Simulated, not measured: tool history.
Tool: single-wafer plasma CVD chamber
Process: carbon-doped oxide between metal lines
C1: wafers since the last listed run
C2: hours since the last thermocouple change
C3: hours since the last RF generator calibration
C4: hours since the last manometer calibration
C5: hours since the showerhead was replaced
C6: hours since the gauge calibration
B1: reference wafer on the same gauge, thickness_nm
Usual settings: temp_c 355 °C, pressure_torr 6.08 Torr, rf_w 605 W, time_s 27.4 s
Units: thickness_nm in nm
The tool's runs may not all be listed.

run 1 day=0 | temp_c=355 pressure_torr=6.08 rf_w=605 time_s=27.4 | C1=0 C2=1428.4 C3=2104.5 C4=856.1 C5=6347 C6=78 | B1=165.965 | thickness_nm=149.021
run 2 day=1.596 | temp_c=355 pressure_torr=6.08 rf_w=605 time_s=27.4 | C1=879 C2=1466.7 C3=2142.8 C4=894.4 C5=6385.3 C6=116.3 | B1=165.961 | thickness_nm=148.387
run 3 day=3.917 | temp_c=355 pressure_torr=6.08 rf_w=605 time_s=27.4 | C1=1278 C2=1522.4 C3=2198.5 C4=950.1 C5=6441 C6=172 | B1=165.986 | thickness_nm=146.28
run 4 day=5.746 | temp_c=355 pressure_torr=6.08 rf_w=605 time_s=27.4 | C1=1007 C2=1566.3 C3=2242.4 C4=994 C5=6484.9 C6=215.9 | B1=166.086 | thickness_nm=147.408
run 5 day=6.825 | temp_c=355 pressure_torr=6.08 rf_w=605 time_s=27.4 | C1=594 C2=1592.2 C3=2268.3 C4=1019.9 C5=6510.8 C6=241.8 | B1=165.951 | thickness_nm=146.885
-- day=7.896 showerhead replaced
run 6 day=9.05 | temp_c=355 pressure_torr=6.08 rf_w=700 time_s=27.4 | C1=1042 C2=1645.6 C3=2321.7 C4=1073.3 C5=27.7 C6=295.2 | B1=166.022 | thickness_nm=159.42
run 7 day=11.292 | temp_c=355 pressure_torr=6.08 rf_w=605 time_s=27.4 | C1=1234 C2=1699.4 C3=2375.5 C4=1127.1 C5=81.5 C6=349 | B1=166.126 | thickness_nm=147.072
run 8 day=12.967 | temp_c=355 pressure_torr=6.08 rf_w=605 time_s=27.4 | C1=922 C2=1739.6 C3=2415.7 C4=1167.3 C5=121.7 C6=389.2 | B1=166.038 | thickness_nm=146.596
run 9 day=14.467 | temp_c=355 pressure_torr=6.08 rf_w=605 time_s=27.4 | C1=826 C2=1775.6 C3=2451.7 C4=1203.3 C5=157.7 C6=425.2 | B1=166.024 | thickness_nm=146.448
run 10 day=17.183 | temp_c=365 pressure_torr=6.08 rf_w=605 time_s=32.7 | C1=1496 C2=1840.8 C3=2516.9 C4=1268.5 C5=222.9 C6=490.4 | B1=165.989 | thickness_nm=168.968
run 11 day=18.679 | temp_c=368 pressure_torr=4.63 rf_w=690 time_s=29.2 | C1=824 C2=1876.7 C3=2552.8 C4=1304.4 C5=258.8 C6=526.3 | B1=166.065 | thickness_nm=158.646
run 12 day=19.988 | temp_c=349 pressure_torr=6.08 rf_w=605 time_s=30.6 | C1=720 C2=1908.1 C3=2584.2 C4=1335.8 C5=290.2 C6=557.7 | B1=165.988 | thickness_nm=164.724
run 13 day=22.925 | temp_c=360 pressure_torr=7.52 rf_w=605 time_s=27.4 | C1=1618 C2=1978.6 C3=2654.7 C4=1406.3 C5=360.7 C6=628.2 | B1=166.043 | thickness_nm=145.481
-- day=23.325 RF generator calibrated
-- day=23.929 capacitance manometer re-zeroed and calibrated
run 14 day=25.538 | temp_c=355 pressure_torr=7.05 rf_w=605 time_s=25.4 | C1=1071 C2=2041.3 C3=53.1 C4=38.6 C5=423.4 C6=690.9 | B1=166.019 | thickness_nm=143.144
run 15 day=26.992 | temp_c=340 pressure_torr=6.98 rf_w=520 time_s=27.4 | C1=801 C2=2076.2 C3=88 C4=73.5 C5=458.3 C6=725.8 | B1=166.064 | thickness_nm=148.222
run 16 day=28.321 | temp_c=370 pressure_torr=6.08 rf_w=495 time_s=24.2 | C1=732 C2=2108.1 C3=119.9 C4=105.4 C5=490.2 C6=757.7 | B1=166.1 | thickness_nm=118.028
-- day=30.562 thermocouple changed; heater temperature recalibrated
run 17 day=30.838 | temp_c=355 pressure_torr=6.08 rf_w=605 time_s=23.2 | C1=1202 C2=6.6 C3=180.3 C4=165.8 C5=550.6 C6=818.1 | B1=165.905 | thickness_nm=129.295
run 18 day=33.15 | temp_c=355 pressure_torr=6.08 rf_w=725 time_s=27.4 | C1=1273 C2=62.1 C3=235.8 C4=221.3 C5=606.1 C6=873.6 | B1=165.961 | thickness_nm=169.086
run 19 day=35.446 | temp_c=364 pressure_torr=7.09 rf_w=700 time_s=29.8 | C1=1264 C2=117.2 C3=290.9 C4=276.4 C5=661.2 C6=928.7 | B1=165.975 | thickness_nm=178.217
run 20 day=37.462 | temp_c=355 pressure_torr=6.08 rf_w=605 time_s=27.4 | C1=1110 C2=165.6 C3=339.3 C4=324.8 C5=709.6 C6=977.1 | B1=165.923 | thickness_nm=152.064
run 21 day=38.925 | temp_c=355 pressure_torr=6.08 rf_w=605 time_s=27.4 | C1=805 C2=200.7 C3=374.4 C4=359.9 C5=744.7 C6=1012.2 | B1=165.969 | thickness_nm=151.186
run 22 day=41.517 | temp_c=355 pressure_torr=6.08 rf_w=605 time_s=27.4 | C1=1427 C2=262.9 C3=436.6 C4=422.1 C5=806.9 C6=1074.4 | B1=166.001 | thickness_nm=152.608
run 23 day=43.579 | temp_c=355 pressure_torr=6.47 rf_w=605 time_s=30 | C1=1136 C2=312.4 C3=486.1 C4=471.6 C5=856.4 C6=1123.9 | B1=166.001 | thickness_nm=168.214
run 24 day=44.942 | temp_c=364 pressure_torr=6.08 rf_w=605 time_s=27.4 | C1=750 C2=345.1 C3=518.8 C4=504.3 C5=889.1 C6=1156.6 | B1=166.033 | thickness_nm=151.218
run 25 day=46.962 | temp_c=341 pressure_torr=4.85 rf_w=525 time_s=24.5 | C1=1113 C2=393.6 C3=567.3 C4=552.8 C5=937.6 C6=1205.1 | B1=166.153 | thickness_nm=128.552
run 26 day=49.021 | temp_c=365 pressure_torr=6.08 rf_w=605 time_s=27.4 | C1=1133 C2=443 C3=616.7 C4=602.2 C5=987 C6=1254.5 | B1=165.925 | thickness_nm=149.73
run 27 day=50.688 | temp_c=341 pressure_torr=7.07 rf_w=500 time_s=31.2 | C1=918 C2=483 C3=656.7 C4=642.2 C5=1027 C6=1294.5 | B1=166.104 | thickness_nm=163.743
run 28 day=53.6 | temp_c=359 pressure_torr=6.08 rf_w=605 time_s=27.4 | C1=1604 C2=552.9 C3=726.6 C4=712.1 C5=1096.9 C6=1364.4 | B1=165.889 | thickness_nm=149.905

4 ways to go on from here, each from the tool as it stands after run 28. What would each give?
run A day=53.617 | temp_c=355 pressure_torr=6.08 rf_w=605 time_s=27.4 | C1=9 C2=553.3 C3=727 C4=712.5 C5=1097.3 C6=1364.8 | B1=? | thickness_nm=?
run B day=53.617 | temp_c=346 pressure_torr=6.99 rf_w=605 time_s=29.3 | C1=9 C2=553.3 C3=727 C4=712.5 C5=1097.3 C6=1364.8 | B1=? | thickness_nm=?
run C day=53.617 | temp_c=341 pressure_torr=6.08 rf_w=565 time_s=27.4 | C1=9 C2=553.3 C3=727 C4=712.5 C5=1097.3 C6=1364.8 | B1=? | thickness_nm=?
run D day=53.617 | temp_c=355 pressure_torr=6.08 rf_w=605 time_s=25.7 | C1=9 C2=553.3 C3=727 C4=712.5 C5=1097.3 C6=1364.8 | B1=? | thickness_nm=?

run=A B1=165.844 thickness_nm=151.882
run=B B1=165.844 thickness_nm=167.606
run=C B1=165.844 thickness_nm=151.515
run=D B1=165.844 thickness_nm=142.601
Without the tool's hidden state the same runs would have given:
run=A thickness_nm=152.518
run=B thickness_nm=168.308
run=C thickness_nm=152.149
run=D thickness_nm=143.198
